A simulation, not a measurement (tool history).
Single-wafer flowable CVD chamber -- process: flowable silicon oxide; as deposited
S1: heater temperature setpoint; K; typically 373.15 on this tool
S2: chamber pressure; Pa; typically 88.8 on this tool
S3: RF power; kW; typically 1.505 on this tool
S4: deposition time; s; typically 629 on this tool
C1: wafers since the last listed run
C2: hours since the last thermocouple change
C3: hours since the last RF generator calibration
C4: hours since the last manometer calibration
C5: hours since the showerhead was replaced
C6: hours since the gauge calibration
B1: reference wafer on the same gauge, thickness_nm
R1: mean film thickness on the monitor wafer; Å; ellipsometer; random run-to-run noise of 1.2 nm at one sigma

run 1 hour=0.0 | S1=373.15 S2=88.8 S3=1.630 S4=629 | C1=0 C2=2040.4 C3=1122.6 C4=1885.0 C5=3747.6 C6=1711.6 | B1=309.113 | R1=2703.94
run 2 hour=57.5 | S1=373.15 S2=88.8 S3=1.630 S4=629 | C1=237 C2=2097.9 C3=1180.1 C4=1942.5 C5=3805.1 C6=1769.1 | B1=310.689 | R1=2704.21
-- hour=104.1 thermocouple changed; heater temperature recalibrated
run 3 hour=126.2 | S1=373.15 S2=88.8 S3=1.630 S4=629 | C1=251 C2=22.1 C3=1248.8 C4=2011.2 C5=3873.8 C6=1837.8 | B1=310.053 | R1=2772.29
run 4 hour=163.4 | S1=373.15 S2=80.3 S3=1.505 S4=629 | C1=153 C2=59.3 C3=1286.0 C4=2048.4 C5=3911.0 C6=1875.0 | B1=310.367 | R1=2407.71
run 5 hour=189.8 | S1=373.15 S2=80.3 S3=1.505 S4=629 | C1=109 C2=85.7 C3=1312.4 C4=2074.8 C5=3937.4 C6=1901.4 | B1=310.120 | R1=2412.18
run 6 hour=257.2 | S1=373.15 S2=88.8 S3=1.505 S4=629 | C1=278 C2=153.1 C3=1379.8 C4=2142.2 C5=4004.8 C6=1968.8 | B1=310.014 | R1=2678.75
run 7 hour=328.9 | S1=373.15 S2=88.8 S3=1.505 S4=563 | C1=296 C2=224.8 C3=1451.5 C4=2213.9 C5=4076.5 C6=2040.5 | B1=309.933 | R1=2402.69
run 8 hour=391.4 | S1=373.15 S2=88.8 S3=1.505 S4=629 | C1=258 C2=287.3 C3=1514.0 C4=2276.4 C5=4139.0 C6=2103.0 | B1=309.903 | R1=2659.86
run 9 hour=419.4 | S1=362.15 S2=104.1 S3=1.220 S4=668 | C1=115 C2=315.3 C3=1542.0 C4=2304.4 C5=4167.0 C6=2131.0 | B1=310.405 | R1=4395.02
-- hour=455.3 gauge calibrated
run 10 hour=486.2 | S1=373.15 S2=88.8 S3=1.505 S4=629 | C1=276 C2=382.1 C3=1608.8 C4=2371.2 C5=4233.8 C6=30.9 | B1=309.277 | R1=2656.52
run 11 hour=549.0 | S1=373.15 S2=98.7 S3=1.310 S4=668 | C1=259 C2=444.9 C3=1671.6 C4=2434.0 C5=4296.6 C6=93.7 | B1=310.031 | R1=2952.75
run 12 hour=618.8 | S1=365.15 S2=102.7 S3=1.505 S4=629 | C1=288 C2=514.7 C3=1741.4 C4=2503.8 C5=4366.4 C6=163.5 | B1=309.981 | R1=4040.13
run 13 hour=682.3 | S1=373.15 S2=96.5 S3=1.505 S4=589 | C1=262 C2=578.2 C3=1804.9 C4=2567.3 C5=4429.9 C6=227.0 | B1=310.089 | R1=2676.46
run 14 hour=744.0 | S1=373.15 S2=88.8 S3=1.505 S4=629 | C1=255 C2=639.9 C3=1866.6 C4=2629.0 C5=4491.6 C6=288.7 | B1=309.525 | R1=2645.51
-- hour=854.6 capacitance manometer re-zeroed and calibrated
run 15 hour=875.0 | S1=373.15 S2=88.8 S3=1.505 S4=629 | C1=508 C2=770.9 C3=1997.6 C4=20.4 C5=4622.6 C6=419.7 | B1=310.576 | R1=2612.03
run 16 hour=930.7 | S1=381.15 S2=100.0 S3=1.720 S4=629 | C1=230 C2=826.6 C3=2053.3 C4=76.1 C5=4678.3 C6=475.4 | B1=309.631 | R1=2342.63
-- hour=982.9 showerhead replaced
-- hour=1005.0 RF generator calibrated
run 17 hour=1015.3 | S1=373.15 S2=88.8 S3=1.650 S4=629 | C1=283 C2=911.2 C3=10.3 C4=160.7 C5=32.4 C6=560.0 | B1=309.364 | R1=2710.59
run 18 hour=1054.7 | S1=373.15 S2=67.2 S3=1.505 S4=629 | C1=162 C2=950.6 C3=49.7 C4=200.1 C5=71.8 C6=599.4 | B1=310.596 | R1=1993.30
run 19 hour=1082.2 | S1=373.15 S2=98.7 S3=1.310 S4=668 | C1=113 C2=978.1 C3=77.2 C4=227.6 C5=99.3 C6=626.9 | B1=309.939 | R1=2916.06
run 20 hour=1134.5 | S1=368.15 S2=82.7 S3=1.505 S4=629 | C1=216 C2=1030.4 C3=129.5 C4=279.9 C5=151.6 C6=679.2 | B1=310.147 | R1=2891.30
run 21 hour=1167.9 | S1=385.15 S2=88.8 S3=1.505 S4=694 | C1=138 C2=1063.8 C3=162.9 C4=313.3 C5=185.0 C6=712.6 | B1=309.610 | R1=1904.26

Estimate the outcome of run 22 from the log above:
run 22 hour=1234.1 | S1=365.15 S2=88.8 S3=1.505 S4=560 | C1=273 C2=1130.0 C3=229.1 C4=379.5 C5=251.2 C6=778.8 | B1=? | R1=?

B1: 309.786
R1: 3068.75 Å
The same run, on a tool lacking any hidden state, would have yielded R1 3171.49 Å.

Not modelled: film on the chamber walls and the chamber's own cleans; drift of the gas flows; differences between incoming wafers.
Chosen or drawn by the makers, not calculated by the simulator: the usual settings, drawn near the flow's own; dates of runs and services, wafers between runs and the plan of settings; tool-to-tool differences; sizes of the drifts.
